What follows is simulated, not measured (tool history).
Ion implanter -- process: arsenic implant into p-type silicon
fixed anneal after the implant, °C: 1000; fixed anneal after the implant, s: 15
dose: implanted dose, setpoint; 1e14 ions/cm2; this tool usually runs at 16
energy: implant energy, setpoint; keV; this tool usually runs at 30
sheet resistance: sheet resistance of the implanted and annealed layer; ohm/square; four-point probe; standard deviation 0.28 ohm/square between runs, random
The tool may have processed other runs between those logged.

| run | hour | dose | energy | wafers since the last listed run | hours since the last dose calibration | hours since the extraction supply was calibrated | hours since the gauge calibration | read-back reference wafer on the same gauge, sheet resistance | sheet resistance |
|---|---|---|---|---|---|---|---|---|---|
| 1 | 0 | 18.37 | 30 | 0 | 236.1 | 3128.2 | 971.8 | 83.01 | 97.88 |
| 2 | 74.8 | 16 | 30 | 2016 | 310.9 | 3203 | 1046.6 | 83.05 | 100.93 |
| 3 | 161 | 16 | 30 | 2323 | 397.1 | 3289.2 | 1132.8 | 83.01 | 101.17 |
| 4 | 215.2 | 16 | 30 | 1461 | 451.3 | 3343.4 | 1187 | 82.97 | 100.89 |
| 5 | 308.2 | 14.79 | 30 | 2507 | 544.3 | 3436.4 | 1280 | 82.94 | 103.04 |
| 6 | 403.7 | 14.79 | 30 | 2574 | 639.8 | 3531.9 | 1375.5 | 83.03 | 103.64 |
| 7 | 482 | 17.39 | 35.5 | 2110 | 718.1 | 3610.2 | 1453.8 | 83 | 92.37 |
| 8 | 583 | 17.39 | 35.5 | 2722 | 819.1 | 3711.2 | 1554.8 | 83 | 91.94 |
| 9 | 687.4 | 16 | 30 | 2814 | 923.5 | 3815.6 | 1659.2 | 83.08 | 100.44 |
| 10 | 750.1 | 14.36 | 32.5 | 1690 | 986.2 | 3878.3 | 1721.9 | 82.99 | 100.84 |
| 11 | 799.1 | 14.36 | 32.5 | 1320 | 1035.2 | 3927.3 | 1770.9 | 83.04 | 100.54 |
| 12 | 865.4 | 16 | 30 | 1787 | 1101.5 | 3993.6 | 1837.2 | 83 | 100.57 |
| 13 | 931 | 12.28 | 30 | 1768 | 1167.1 | 4059.2 | 1902.8 | 82.93 | 110.17 |
| 14 | 972.4 | 16 | 26.5 | 1116 | 1208.5 | 4100.6 | 1944.2 | 82.98 | 105.96 |
| 15 | 1055.8 | 16 | 26.5 | 2248 | 1291.9 | 4184 | 2027.6 | 83.03 | 105.64 |
|  | 1101.8 | extraction supply calibrated |
| 16 | 1128.4 | 16 | 30 | 1741 | 1364.5 | 26.6 | 2100.2 | 83.05 | 100.6 |
| 17 | 1235.5 | 16 | 30 | 2887 | 1471.6 | 133.7 | 2207.3 | 82.96 | 100.92 |
| 18 | 1335.5 | 17.68 | 40 | 2695 | 1571.6 | 233.7 | 2307.3 | 83.04 | 87.15 |
| 19 | 1385.8 | 13.02 | 35.5 | 1356 | 1621.9 | 284 | 2357.6 | 83.03 | 101.65 |
|  | 1435.5 | Faraday cup replaced and dose calibrated |
| 20 | 1477.4 | 16 | 30 | 2253 | 41.9 | 375.6 | 2449.2 | 82.99 | 102.01 |
| 21 | 1522.4 | 18.74 | 35 | 1213 | 86.9 | 420.6 | 2494.2 | 82.97 | 92 |
| 22 | 1583.6 | 20.24 | 26 | 1649 | 148.1 | 481.8 | 2555.4 | 83.03 | 102.39 |
| 23 | 1652.4 | 13.42 | 30 | 1854 | 216.9 | 550.6 | 2624.2 | 83.06 | 107.4 |
|  | 1672.1 | gauge calibrated |
| 24 | 1732.9 | 16 | 30 | 2170 | 297.4 | 631.1 | 60.8 | 82.95 | 101.56 |
| 25 | 1833.9 | 11.87 | 23 | 2722 | 398.4 | 732.1 | 161.8 | 83.01 | 123.66 |
| 26 | 1872.7 | 18.55 | 33 | 1046 | 437.2 | 770.9 | 200.6 | 82.96 | 94.28 |
| 27 | 1917.4 | 20.04 | 20 | 1205 | 481.9 | 815.6 | 245.3 | 83 | 114.25 |
| 28 | 2005.4 | 16 | 30 | 2372 | 569.9 | 903.6 | 333.3 | 83.02 | 100.95 |
| 29 | 2166.1 | 16 | 30 | 4332 | 730.6 | 1064.3 | 494 | 83.07 | 101.18 |
| 30 | 2250.7 | 16 | 30 | 2280 | 815.2 | 1148.9 | 578.6 | 83.02 | 100.68 |
| 31 | 2333.7 | 11.45 | 23 | 2237 | 898.2 | 1231.9 | 661.6 | 82.95 | 125.07 |
| 32 | 2389.3 | 16 | 26 | 1498 | 953.8 | 1287.5 | 717.2 | 83 | 106.37 |
| 33 | 2466.6 | 12.21 | 35 | 2083 | 1031.1 | 1364.8 | 794.5 | 82.9 | 105.05 |
| 34 | 2546.6 | 20.46 | 34 | 2156 | 1111.1 | 1444.8 | 874.5 | 82.96 | 90.42 |
| 35 | 2630.7 | 16 | 30 | 2267 | 1195.2 | 1528.9 | 958.6 | 83.02 | 100.99 |
| 36 | 2674.5 | 13.6 | 32.5 | 1180 | 1239 | 1572.7 | 1002.4 | 82.9 | 102.08 |

5 ways to go on from here, each from the tool as it stands after run 36. What would each give?
| A | 2674.9 | 18.13 | 30 | 10 | 1239.4 | 1573.1 | 1002.8 | ? | ? |
| B | 2674.9 | 16 | 33 | 10 | 1239.4 | 1573.1 | 1002.8 | ? | ? |
| C | 2674.9 | 14.29 | 36.5 | 10 | 1239.4 | 1573.1 | 1002.8 | ? | ? |
| D | 2674.9 | 13.39 | 26.5 | 10 | 1239.4 | 1573.1 | 1002.8 | ? | ? |
| E | 2674.9 | 19.02 | 39.5 | 10 | 1239.4 | 1573.1 | 1002.8 | ? | ? |

| run | read-back reference wafer on the same gauge, sheet resistance | sheet resistance |
|---|---|---|
| A | 83.07 | 97.49 |
| B | 83.07 | 96.65 |
| C | 83.07 | 96.59 |
| D | 83.07 | 111.2 |
| E | 83.07 | 85.74 |
Had the tool no hidden state, the same runs would have come out as:
| run | sheet resistance |
|---|---|
| A | 98.5 |
| B | 98 |
| C | 98.35 |
| D | 113.04 |
| E | 86.81 |
